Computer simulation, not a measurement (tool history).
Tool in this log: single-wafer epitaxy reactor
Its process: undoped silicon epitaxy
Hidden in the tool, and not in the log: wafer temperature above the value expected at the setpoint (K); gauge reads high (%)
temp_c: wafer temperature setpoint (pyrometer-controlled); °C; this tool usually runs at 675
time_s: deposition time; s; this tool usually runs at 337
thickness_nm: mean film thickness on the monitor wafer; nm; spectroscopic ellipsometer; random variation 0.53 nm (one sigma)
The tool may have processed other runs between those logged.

run     day  temp_c  time_s  wafers since the last listed run  hours since the last pyrometer calibration  hours since the gauge calibration  read-back reference wafer on the same gauge, thickness_nm  thickness_nm
  1       0     675     337                                 0                                      1551.3                             1077.4                                                    116.512       105.102
  2   2.021     675     337                               297                                      1599.8                             1125.9                                                    116.487       103.777
  3   8.496     675     337                               954                                      1755.2                             1281.3                                                    116.525       104.143
  4  10.183     686     337                               248                                      1795.7                             1321.8                                                    116.434       135.431
  5  11.417     686     337                               181                                      1825.3                             1351.4                                                    116.417       135.004
  6    15.2     686     337                               557                                      1916.1                             1442.2                                                    116.515       135.819
  7  17.267     675     337                               304                                      1965.7                             1491.8                                                     116.57       104.977
  8   20.25     675     337                               439                                      2037.3                             1563.4                                                    116.491       105.084
     21.592  -- gauge calibrated
  9  23.033     675     337                               410                                      2104.1                               34.6                                                    116.493       103.769
 10  25.029     675     337                               294                                        2152                               82.5                                                     116.49       105.738
 11  26.292     675     337                               186                                      2182.3                              112.8                                                    116.544       104.759
 12  27.942     675     337                               243                                      2221.9                              152.4                                                    116.718       105.117
 13  30.821     675     337                               424                                        2291                              221.5                                                    116.459       104.401
 14  32.867     675     337                               301                                      2340.1                              270.6                                                    116.413       104.893
 15  34.079     666     287                               178                                      2369.2                              299.7                                                    116.431        72.287
 16  40.842     675     337                               997                                      2531.5                                462                                                    116.437        104.13
 17  41.996     675     337                               170                                      2559.2                              489.7                                                    116.346         105.2
 18  43.092     675     401                               161                                      2585.5                                516                                                    116.519       126.027
 19  44.458     664     282                               201                                      2618.3                              548.8                                                    116.516        68.674
     46.838  -- pyrometer calibrated
 20  46.858     683     364                               304                                         0.5                              606.4                                                     116.59       126.886
 21  49.025     675     337                               319                                        52.5                              658.4                                                    116.552        97.618
 22  51.262     681     307                               329                                       106.2                              712.1                                                    116.528       103.252
 23  53.083     675     337                               268                                       149.9                              755.8                                                    116.353        97.891
 24  55.204     686     310                               312                                       200.8                              806.7                                                    116.573       117.128
 25  56.267     675     337                               156                                       226.3                              832.2                                                    116.467        98.684
 26  57.504     662     276                               182                                         256                              861.9                                                    116.284        60.546
 27  59.588     661     379                               307                                         306                              911.9                                                    116.627        80.383
 28  61.083     686     398                               220                                       341.9                              947.8                                                    116.489       152.275
 29  62.904     661     304                               268                                       385.6                              991.5                                                     116.44        65.603

Here are 4 independent what-if runs from the current tool condition. What would each one return?
  A  62.925     689     337                                 3                                       386.1                                992                                                          ?             ?
  B  62.925     682     389                                 3                                       386.1                                992                                                          ?             ?
  C  62.925     665     401                                 3                                       386.1                                992                                                          ?             ?
  D  62.925     675     277                                 3                                       386.1                                992                                                          ?             ?

run  read-back reference wafer on the same gauge, thickness_nm  thickness_nm
  A                                                    116.422       138.576
  B                                                    116.422       136.285
  C                                                    116.422        94.142
  D                                                    116.422        82.461
With no hidden state in the tool, these same runs would have given:
run  thickness_nm
  A       133.947
  B       131.657
  C        90.814
  D        79.614
